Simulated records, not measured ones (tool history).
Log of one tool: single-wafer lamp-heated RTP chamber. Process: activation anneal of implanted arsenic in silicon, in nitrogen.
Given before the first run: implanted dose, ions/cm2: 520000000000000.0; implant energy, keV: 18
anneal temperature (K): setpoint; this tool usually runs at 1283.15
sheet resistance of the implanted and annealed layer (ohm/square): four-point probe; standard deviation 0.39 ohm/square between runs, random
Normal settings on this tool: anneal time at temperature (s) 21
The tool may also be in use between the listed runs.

| run | hour | anneal temperature (K) | anneal time at temperature (s) | wafers since the last listed run | wafers since the last pyrometer calibration | wafers since the reflector plate was cleaned | hours since the gauge calibration | read-back reference wafer on the same gauge, sheet resistance | sheet resistance of the implanted and annealed layer (ohm/square) |
|---|---|---|---|---|---|---|---|---|---|
| 1 | 0.0 | 1283.15 | 21 | 0 | 4160 | 6635 | 508.3 | 236.21 | 200.46 |
|  | 45.8 | reflector plate cleaned |
| 2 | 76.2 | 1283.15 | 21 | 1504 | 5664 | 670 | 584.5 | 236.10 | 200.78 |
| 3 | 155.8 | 1283.15 | 21 | 1755 | 7420 | 2425 | 664.1 | 236.04 | 201.24 |
|  | 177.7 | pyrometer window cleaned and pyrometer calibrated |
| 4 | 231.5 | 1283.15 | 27 | 1493 | 1186 | 3919 | 739.8 | 236.19 | 199.71 |
| 5 | 337.0 | 1283.15 | 27 | 2327 | 3513 | 6246 | 845.3 | 236.13 | 199.44 |
| 6 | 378.2 | 1283.15 | 27 | 908 | 4422 | 7155 | 886.5 | 235.94 | 198.94 |
|  | 400.9 | reflector plate cleaned |
| 7 | 439.6 | 1283.15 | 25 | 1177 | 5600 | 853 | 947.9 | 236.02 | 199.27 |
| 8 | 497.4 | 1283.15 | 25 | 1274 | 6875 | 2128 | 1005.7 | 236.14 | 198.92 |
|  | 549.7 | pyrometer window cleaned and pyrometer calibrated |
| 9 | 576.5 | 1283.15 | 21 | 1568 | 590 | 3696 | 1084.8 | 235.77 | 202.13 |
| 10 | 638.4 | 1283.15 | 21 | 1365 | 1955 | 5061 | 1146.7 | 236.05 | 201.88 |
| 11 | 735.3 | 1270.15 | 29 | 2137 | 4092 | 7199 | 1243.6 | 236.08 | 200.84 |
|  | 746.2 | reflector plate cleaned |
| 12 | 791.1 | 1270.15 | 29 | 1054 | 5147 | 991 | 1299.4 | 236.03 | 200.36 |
| 13 | 879.2 | 1308.15 | 18 | 1943 | 7090 | 2934 | 1387.5 | 235.87 | 197.23 |
|  | 960.8 | pyrometer window cleaned and pyrometer calibrated |
| 14 | 981.2 | 1311.15 | 21 | 2073 | 450 | 5008 | 1489.5 | 236.14 | 196.45 |
| 15 | 1046.5 | 1303.15 | 31 | 1440 | 1890 | 6448 | 1554.8 | 235.91 | 194.22 |
|  | 1061.9 | gauge calibrated |
|  | 1092.2 | reflector plate cleaned |
| 16 | 1092.7 | 1283.15 | 21 | 842 | 2733 | 11 | 30.8 | 236.12 | 201.13 |
| 17 | 1174.2 | 1313.15 | 14 | 1797 | 4531 | 1809 | 112.3 | 236.09 | 198.60 |
| 18 | 1269.8 | 1283.15 | 21 | 2108 | 6639 | 3917 | 207.9 | 236.03 | 200.30 |
|  | 1324.6 | pyrometer window cleaned and pyrometer calibrated |
| 19 | 1331.7 | 1296.15 | 10 | 1188 | 157 | 5106 | 269.8 | 236.19 | 205.01 |
| 20 | 1437.6 | 1299.15 | 11 | 2335 | 2493 | 7442 | 375.7 | 236.01 | 203.00 |
|  | 1493.4 | reflector plate cleaned |
| 21 | 1657.2 | 1308.15 | 26 | 4667 | 7160 | 3612 | 595.3 | 236.08 | 193.72 |
|  | 1712.0 | pyrometer window cleaned and pyrometer calibrated |
| 22 | 1759.1 | 1283.15 | 21 | 2071 | 1039 | 5683 | 697.2 | 236.06 | 201.79 |
| 23 | 1834.5 | 1296.15 | 11 | 1663 | 2702 | 7347 | 772.6 | 235.97 | 203.65 |
| 24 | 1873.1 | 1296.15 | 11 | 851 | 3553 | 8198 | 811.2 | 235.97 | 203.64 |

Branching from run 24: 4 alternative next runs. What would each branch give?
| A | 1873.5 | 1283.15 | 9 | 8 | 3562 | 8207 | 811.6 | ? | ? |
| B | 1873.5 | 1308.15 | 27 | 8 | 3562 | 8207 | 811.6 | ? | ? |
| C | 1873.5 | 1256.15 | 29 | 8 | 3562 | 8207 | 811.6 | ? | ? |
| D | 1873.5 | 1265.15 | 28 | 8 | 3562 | 8207 | 811.6 | ? | ? |

| run | read-back reference wafer on the same gauge, sheet resistance | sheet resistance of the implanted and annealed layer (ohm/square) |
|---|---|---|
| A | 235.91 | 206.53 |
| B | 235.91 | 193.91 |
| C | 235.91 | 203.05 |
| D | 235.91 | 201.93 |
Stripped of hidden state, with their random variation kept, the same runs would have yielded:
| run | sheet resistance of the implanted and annealed layer (ohm/square) |
|---|---|
| A | 207.65 |
| B | 196.03 |
| C | 204.40 |
| D | 203.36 |
